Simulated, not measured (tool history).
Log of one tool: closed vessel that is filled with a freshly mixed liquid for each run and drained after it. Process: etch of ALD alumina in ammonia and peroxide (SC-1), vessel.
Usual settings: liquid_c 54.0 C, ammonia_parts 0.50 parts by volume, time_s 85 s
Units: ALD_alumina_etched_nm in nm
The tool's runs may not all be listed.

run,hour,liquid_c,ammonia_parts,time_s,wafers since the last listed run,hours since the thermometer was replaced,hours since the ammonia flow meter was replaced,hours since the drum of ammonia solution was connected,hours since the gauge calibration,"read-back film thickness of the ALD alumina reference wafer, read on the same gauge (nm)",ALD_alumina_etched_nm
1,0.0,54.0,0.50,55,0,1487.3,830.2,781.5,644.3,71.072,3.374
2,32.5,54.0,0.50,85,4427,1519.8,862.7,814.0,676.8,71.163,5.218
3,54.8,54.0,0.50,85,3037,1542.1,885.0,836.3,699.1,71.244,5.218
4,82.1,54.0,0.50,85,3718,1569.4,912.3,863.6,726.4,71.332,5.230
5,104.5,54.0,0.50,85,3051,1591.8,934.7,886.0,748.8,71.411,5.213
6,123.9,54.0,0.40,85,2642,1611.2,954.1,905.4,768.2,71.465,5.104
# hour 148.7: ammonia flow meter replaced
7,149.2,54.0,0.40,85,3310,1636.5,0.5,930.7,793.5,71.583,5.119
8,160.9,54.0,0.40,85,1593,1648.2,12.2,942.4,805.2,71.629,5.152
# hour 170.3: gauge calibrated
9,187.4,47.5,0.50,85,3609,1674.7,38.7,968.9,17.1,69.852,3.538
10,207.6,54.0,0.50,85,2751,1694.9,58.9,989.1,37.3,69.846,5.059
11,238.7,54.0,0.50,85,4236,1726.0,90.0,1020.2,68.4,69.862,5.097
# hour 247.1: new drum of ammonia solution connected
# hour 250.0: thermometer replaced
12,254.9,54.0,0.50,85,1934,4.9,106.2,7.8,84.6,69.876,5.098
13,279.6,54.0,0.50,85,3364,29.6,130.9,32.5,109.3,69.890,5.142
14,313.8,60.0,0.60,85,4658,63.8,165.1,66.7,143.5,69.904,7.187
15,347.0,57.5,0.50,110,4522,97.0,198.3,99.9,176.7,69.945,7.985
16,382.9,62.0,0.35,110,4890,132.9,234.2,135.8,212.6,69.973,9.695
17,411.4,59.0,0.75,55,3882,161.4,262.7,164.3,241.1,70.000,4.450
18,443.9,54.0,0.30,40,4427,193.9,295.2,196.8,273.6,70.030,2.285
19,470.9,57.5,0.40,115,3678,220.9,322.2,223.8,300.6,70.066,8.095
20,504.1,62.5,0.40,105,4522,254.1,355.4,257.0,333.8,70.115,9.645
21,523.2,54.0,0.50,65,2601,273.2,374.5,276.1,352.9,70.158,3.870
22,540.7,54.0,0.30,45,2383,290.7,392.0,293.6,370.4,70.176,2.566
23,556.0,54.0,0.50,85,2084,306.0,407.3,308.9,385.7,70.221,5.105
24,568.6,54.0,0.50,85,1716,318.6,419.9,321.5,398.3,70.235,5.108
25,597.4,54.0,0.35,85,3923,347.4,448.7,350.3,427.1,70.298,4.960
26,612.1,47.5,0.40,85,2002,362.1,463.4,365.0,441.8,70.324,3.543
27,641.8,54.0,0.50,85,4045,391.8,493.1,394.7,471.5,70.398,5.108
28,663.6,48.5,0.50,85,2969,413.6,514.9,416.5,493.3,70.447,3.778
29,697.2,57.5,0.55,85,4577,447.2,548.5,450.1,526.9,70.514,6.222

4 ways to go on from here, each from the tool as it stands after run 29. What would each give?
A,697.9,59.0,0.50,85,95,447.9,549.2,450.8,527.6,?,?
B,697.9,50.5,0.50,105,95,447.9,549.2,450.8,527.6,?,?
C,697.9,54.0,0.70,85,95,447.9,549.2,450.8,527.6,?,?
D,697.9,57.5,0.60,85,95,447.9,549.2,450.8,527.6,?,?

run,"read-back film thickness of the ALD alumina reference wafer, read on the same gauge (nm)",ALD_alumina_etched_nm
A,70.541,6.702
B,70.541,5.265
C,70.541,5.319
D,70.541,6.307
Without the tool's hidden state the same runs would have given:
run,ALD_alumina_etched_nm
A,6.652
B,5.226
C,5.280
D,6.260
